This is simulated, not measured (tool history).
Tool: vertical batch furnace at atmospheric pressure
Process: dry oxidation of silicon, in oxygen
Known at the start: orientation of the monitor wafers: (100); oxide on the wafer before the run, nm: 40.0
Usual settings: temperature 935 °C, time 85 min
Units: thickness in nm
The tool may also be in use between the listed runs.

| run | hour | temperature | time | read-back reference wafer on the same gauge, thickness | thickness |
|---|---|---|---|---|---|
| 1 | 0 | 935 | 55.5 | 66.89 | 52.17 |
| 2 | 36.9 | 935 | 55.5 | 66.99 | 52.21 |
| 3 | 65.6 | 935 | 85 | 66.88 | 59.08 |
| 4 | 116.6 | 935 | 85 | 66.87 | 58.91 |
| 5 | 183.4 | 923 | 85 | 66.95 | 55.64 |
| 6 | 228.8 | 923 | 85 | 66.91 | 55.89 |
| 7 | 287.3 | 923 | 85 | 66.9 | 55.77 |
| 8 | 311.3 | 935 | 85 | 66.92 | 58.98 |
| 9 | 470.4 | 951 | 85 | 66.91 | 63.52 |
|  | 536 | thermocouples replaced and temperature profile calibrated |
| 10 | 536.5 | 951 | 85 | 66.87 | 62.41 |
| 11 | 585.3 | 924 | 85 | 66.95 | 54.96 |
| 12 | 615.9 | 924 | 85 | 66.9 | 55.31 |
| 13 | 646.2 | 935 | 85 | 66.89 | 57.91 |
| 14 | 800.8 | 917 | 64 | 66.87 | 49.72 |
| 15 | 826.6 | 919 | 70.5 | 66.91 | 51.36 |
| 16 | 1032.9 | 935 | 85 | 66.9 | 57.74 |
|  | 1052.3 | gauge calibrated |
| 17 | 1096.4 | 920 | 98 | 66.86 | 56.1 |
|  | 1132.3 | boat lift adjusted |
| 18 | 1278.9 | 917 | 46 | 66.82 | 47.16 |
| 19 | 1327.9 | 935 | 125 | 66.94 | 67.3 |
| 20 | 1393.2 | 952 | 44 | 66.88 | 51.8 |
| 21 | 1447.6 | 935 | 109.5 | 66.89 | 64.29 |
| 22 | 1476.3 | 919 | 70.5 | 66.87 | 51.9 |
| 23 | 1505.5 | 935 | 85 | 66.87 | 58.77 |
| 24 | 1554.1 | 949 | 113.5 | 66.95 | 69.76 |
| 25 | 1704.2 | 956 | 57 | 66.91 | 56.36 |

3 ways to go on from here, each from the tool as it stands after run 25. What would each give?
| A | 1709.9 | 913 | 85 | ? | ? |
| B | 1709.9 | 922 | 107.5 | ? | ? |
| C | 1709.9 | 922 | 113 | ? | ? |

| run | read-back reference wafer on the same gauge, thickness | thickness |
|---|---|---|
| A | 66.84 | 53.12 |
| B | 66.84 | 59.38 |
| C | 66.84 | 60.39 |
Without the tool's hidden state the same runs would have given:
| run | thickness |
|---|---|
| A | 53.16 |
| B | 59.43 |
| C | 60.44 |
